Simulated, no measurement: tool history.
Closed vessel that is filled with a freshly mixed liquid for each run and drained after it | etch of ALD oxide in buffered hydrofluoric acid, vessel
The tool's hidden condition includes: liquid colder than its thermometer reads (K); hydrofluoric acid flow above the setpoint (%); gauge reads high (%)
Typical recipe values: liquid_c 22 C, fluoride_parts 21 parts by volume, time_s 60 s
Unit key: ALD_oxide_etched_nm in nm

run,hour,liquid_c,fluoride_parts,time_s,wafers since the last listed run,hours since the thermometer was replaced,hours since the hydrofluoric acid flow meter was replaced,hours since the gauge calibration,"read-back film thickness of the ALD oxide reference wafer, read on the same gauge (nm)",ALD_oxide_etched_nm
1,0,22,21,55,0,950.9,1275.5,82.9,69.96,51.74
2,60.2,22,21,55,4649,1011.1,1335.7,143.1,70.01,50.97
3,151,22,21,55,7012,1101.9,1426.5,233.9,69.98,51.26
4,255.6,18,21,60,8078,1206.5,1531.1,338.5,69.98,44.85
5,300.2,22,21,60,3444,1251.1,1575.7,383.1,70.01,56.13
6,387.6,22,21,60,6749,1338.5,1663.1,470.5,70,56.19
7,479.4,22,21,60,7089,1430.3,1754.9,562.3,70.02,56
8,575.6,20,21,60,7429,1526.5,1851.1,658.5,70,50.75
# hour 691.6: thermometer replaced
# hour 696.3: hydrofluoric acid flow meter replaced
9,831.7,20,21,60,19624,140.1,135.4,914.6,69.95,49.92

Run 10, settings as shown, results not yet in. Your forecast:
# hour 854.5: gauge calibrated
10,914.2,22,21,60,6371,222.6,217.9,59.7,?,?

{"run 10": {"read-back film thickness of the ALD oxide reference wafer, read on the same gauge (nm)": 70.01, "ALD_oxide_etched_nm": 56.69}}
Had the tool carried no hidden state, the very same run would have given ALD_oxide_etched_nm 56.69 nm.

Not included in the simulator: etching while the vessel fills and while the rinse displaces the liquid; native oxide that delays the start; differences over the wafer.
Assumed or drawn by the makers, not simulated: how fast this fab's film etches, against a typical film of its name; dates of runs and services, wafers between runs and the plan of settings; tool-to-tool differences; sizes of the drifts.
